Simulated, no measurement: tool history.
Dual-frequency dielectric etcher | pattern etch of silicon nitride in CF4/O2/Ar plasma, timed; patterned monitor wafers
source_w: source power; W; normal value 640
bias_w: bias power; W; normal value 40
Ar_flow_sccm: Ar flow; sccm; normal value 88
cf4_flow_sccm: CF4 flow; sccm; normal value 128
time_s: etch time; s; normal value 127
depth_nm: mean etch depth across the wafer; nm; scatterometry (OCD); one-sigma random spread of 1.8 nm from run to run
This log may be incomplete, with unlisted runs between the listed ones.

| run | day | source_w | bias_w | Ar_flow_sccm | cf4_flow_sccm | time_s | wafers since the last listed run | hours since the last wet clean | hours since the last source power generator calibration | hours since the last bias power generator calibration | hours since the last Ar flow controller change | hours since the last CF4 flow controller change | hours since the last upper electrode change | hours since the gauge calibration | read-back reference wafer on the same gauge, depth_nm | depth_nm |
|---|---|---|---|---|---|---|---|---|---|---|---|---|---|---|---|---|
| 1 | 0 | 640 | 37 | 88 | 128 | 127 | 0 | 147.4 | 3248.8 | 4879.3 | 5218.9 | 1458.3 | 4457.2 | 801.8 | 263.2 | 273.2 |
| 2 | 1.096 | 640 | 37 | 88 | 128 | 127 | 162 | 173.7 | 3275.1 | 4905.6 | 5245.2 | 1484.6 | 4483.5 | 828.1 | 263.4 | 273.1 |
| 3 | 2.375 | 640 | 37 | 88 | 128 | 127 | 189 | 204.4 | 3305.8 | 4936.3 | 5275.9 | 1515.3 | 4514.2 | 858.8 | 262.3 | 274.6 |
| 4 | 3.179 | 640 | 40 | 88 | 112 | 139.5 | 119 | 223.7 | 3325.1 | 4955.6 | 5295.2 | 1534.6 | 4533.5 | 878.1 | 263.8 | 308 |
|  | 4.371 | CF4 flow controller replaced |
| 5 | 4.504 | 640 | 40 | 66 | 156 | 93 | 159 | 255.5 | 3356.9 | 4987.4 | 5327 | 3.2 | 4565.3 | 909.9 | 263.2 | 217.5 |
| 6 | 5.033 | 520 | 40 | 72 | 128 | 107.5 | 78 | 268.2 | 3369.6 | 5000.1 | 5339.7 | 15.9 | 4578 | 922.6 | 262.6 | 194 |
| 7 | 5.617 | 640 | 40 | 88 | 128 | 127 | 86 | 282.2 | 3383.6 | 5014.1 | 5353.7 | 29.9 | 4592 | 936.6 | 261.9 | 285.4 |
| 8 | 6.121 | 640 | 30 | 88 | 128 | 127 | 74 | 294.3 | 3395.7 | 5026.2 | 5365.8 | 42 | 4604.1 | 948.7 | 263.2 | 254.1 |
| 9 | 6.908 | 640 | 40 | 88 | 128 | 127 | 116 | 313.2 | 3414.6 | 5045.1 | 5384.7 | 60.9 | 4623 | 967.6 | 262.6 | 286.9 |
|  | 7.942 | bias power generator calibrated |
|  | 8.038 | source power generator calibrated |
|  | 8.196 | gauge calibrated |
|  | 8.408 | upper electrode replaced |
| 10 | 8.429 | 640 | 40 | 88 | 128 | 127 | 131 | 349.7 | 9.4 | 11.7 | 5421.2 | 97.4 | 0.5 | 5.6 | 263.1 | 286.9 |
| 11 | 8.483 | 640 | 40 | 88 | 101 | 127 | 8 | 351 | 10.7 | 13 | 5422.5 | 98.7 | 1.8 | 6.9 | 263.1 | 279.7 |
| 12 | 9.883 | 590 | 48 | 88 | 109 | 127 | 207 | 384.6 | 44.3 | 46.6 | 5456.1 | 132.3 | 35.4 | 40.5 | 262.9 | 275.5 |
| 13 | 12.842 | 640 | 40 | 88 | 128 | 127 | 439 | 455.6 | 115.3 | 117.6 | 5527.1 | 203.3 | 106.4 | 111.5 | 263.3 | 289.2 |
|  | 13.417 | Ar flow controller replaced |
|  | 14.642 | wet clean of the chamber |
| 14 | 14.662 | 790 | 40 | 95 | 110 | 94.5 | 84 | 0.5 | 159 | 161.3 | 29.9 | 247 | 150.1 | 155.2 | 263.6 | 253.3 |
| 15 | 15.125 | 580 | 37 | 98 | 128 | 127 | 68 | 11.6 | 170.1 | 172.4 | 41 | 258.1 | 161.2 | 166.3 | 262.9 | 242.9 |
| 16 | 16.246 | 550 | 40 | 88 | 128 | 150.5 | 166 | 38.5 | 197 | 199.3 | 67.9 | 285 | 188.1 | 193.2 | 262.6 | 281.4 |
| 17 | 17.6 | 640 | 40 | 105 | 128 | 127 | 200 | 71 | 229.5 | 231.8 | 100.4 | 317.5 | 220.6 | 225.7 | 263 | 273.7 |
| 18 | 18.267 | 730 | 32 | 88 | 128 | 127 | 98 | 87 | 245.5 | 247.8 | 116.4 | 333.5 | 236.6 | 241.7 | 263.2 | 298.6 |
| 19 | 18.9 | 730 | 32 | 88 | 128 | 127 | 93 | 102.2 | 260.7 | 263 | 131.6 | 348.7 | 251.8 | 256.9 | 263.3 | 297.6 |
| 20 | 20.35 | 640 | 40 | 88 | 128 | 127 | 215 | 137 | 295.5 | 297.8 | 166.4 | 383.5 | 286.6 | 291.7 | 263.5 | 277.3 |
| 21 | 21.55 | 640 | 40 | 88 | 142 | 127 | 178 | 165.8 | 324.3 | 326.6 | 195.2 | 412.3 | 315.4 | 320.5 | 263.1 | 282.5 |
| 22 | 22.462 | 640 | 40 | 69 | 128 | 127 | 135 | 187.7 | 346.2 | 348.5 | 217.1 | 434.2 | 337.3 | 342.4 | 262.5 | 288.7 |

3 options for the next run, each taken on its own from the tool as it stands now. Forecast them:
| A | 22.483 | 640 | 40 | 88 | 128 | 127 | 3 | 188.2 | 346.7 | 349 | 217.6 | 434.7 | 337.8 | 342.9 | ? | ? |
| B | 22.483 | 640 | 32 | 88 | 144 | 127 | 3 | 188.2 | 346.7 | 349 | 217.6 | 434.7 | 337.8 | 342.9 | ? | ? |
| C | 22.483 | 520 | 34 | 103 | 99 | 127 | 3 | 188.2 | 346.7 | 349 | 217.6 | 434.7 | 337.8 | 342.9 | ? | ? |

| run | read-back reference wafer on the same gauge, depth_nm | depth_nm |
|---|---|---|
| A | 261.9 | 283.8 |
| B | 261.9 | 263.7 |
| C | 261.9 | 204.4 |
Had the tool no hidden state, the same runs would have come out as:
| run | depth_nm |
|---|---|
| A | 281.2 |
| B | 261.2 |
| C | 202.5 |
